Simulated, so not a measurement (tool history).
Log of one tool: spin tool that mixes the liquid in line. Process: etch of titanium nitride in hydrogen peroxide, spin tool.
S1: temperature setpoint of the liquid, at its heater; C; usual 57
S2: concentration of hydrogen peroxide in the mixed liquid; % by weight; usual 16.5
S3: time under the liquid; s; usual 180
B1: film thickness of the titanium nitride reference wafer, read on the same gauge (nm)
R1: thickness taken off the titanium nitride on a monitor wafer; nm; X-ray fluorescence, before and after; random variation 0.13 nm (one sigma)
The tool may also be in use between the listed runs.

run	day	S1	S2	S3	B1	R1
1	0	57	16.5	110	129.98	10.49
2	1.892	57	16.5	230	130.03	21.84
3	2.904	57	16.5	230	129.98	21.88
4	5.625	57	16.5	245	130.03	23.39
5	7.579	57	19.5	180	130.02	17.78
6	9.592	51.5	13.5	215	130.03	13.23
# day 9.654: heated supply line repaired
# day 9.85: peroxide flow meter replaced
7	12.45	57	16.5	180	130.03	16.99
# day 15.021: new drum of peroxide connected
8	15.425	57	16.5	180	130.02	17.07
# day 16.054: gauge calibrated
9	17.942	57	16.5	215	129.97	20.65
10	19.788	48.5	16.5	180	130.01	9.27
11	24.421	57	12	180	130	15.96
12	27.379	57	16.5	225	130.04	21.44
13	28.562	47.5	13.5	140	129.95	6.4
# day 34.133: new drum of peroxide connected
14	35.733	57	16.5	180	130.04	17.02
15	38.621	63.5	19.5	210	129.98	32.1
16	40.629	57	16.5	180	130	17.17
17	43.533	52.5	15	80	130.03	5.34
# day 44.825: peroxide flow meter replaced
18	45.383	57	18	260	129.95	25.2
# day 46.042: thermometer replaced
19	46.958	57	20.5	110	130.07	10.97
20	49.375	57	16.5	180	130	17.16
# day 56.038: new drum of peroxide connected
21	56.625	57	14.5	180	130.06	16.68
22	59.596	57	18.5	220	129.99	21.45
23	60.733	47.5	13	125	130.02	5.72
24	62.608	57	16.5	180	130.02	17.24
25	65.083	59.5	19.5	105	130	12.11
26	67.488	57	20	110	130.04	10.9

3 ways to go on from here, each from the tool as it stands after run 26. What would each give?
A	67.508	57	16.5	280	?	?
B	67.508	54	16.5	180	?	?
C	67.508	59.5	19	180	?	?

run	B1	R1
A	129.98	26.47
B	129.98	13.8
C	129.98	20.82
Without the tool's hidden state the same runs would have given:
run	R1
A	26.47
B	13.8
C	20.82
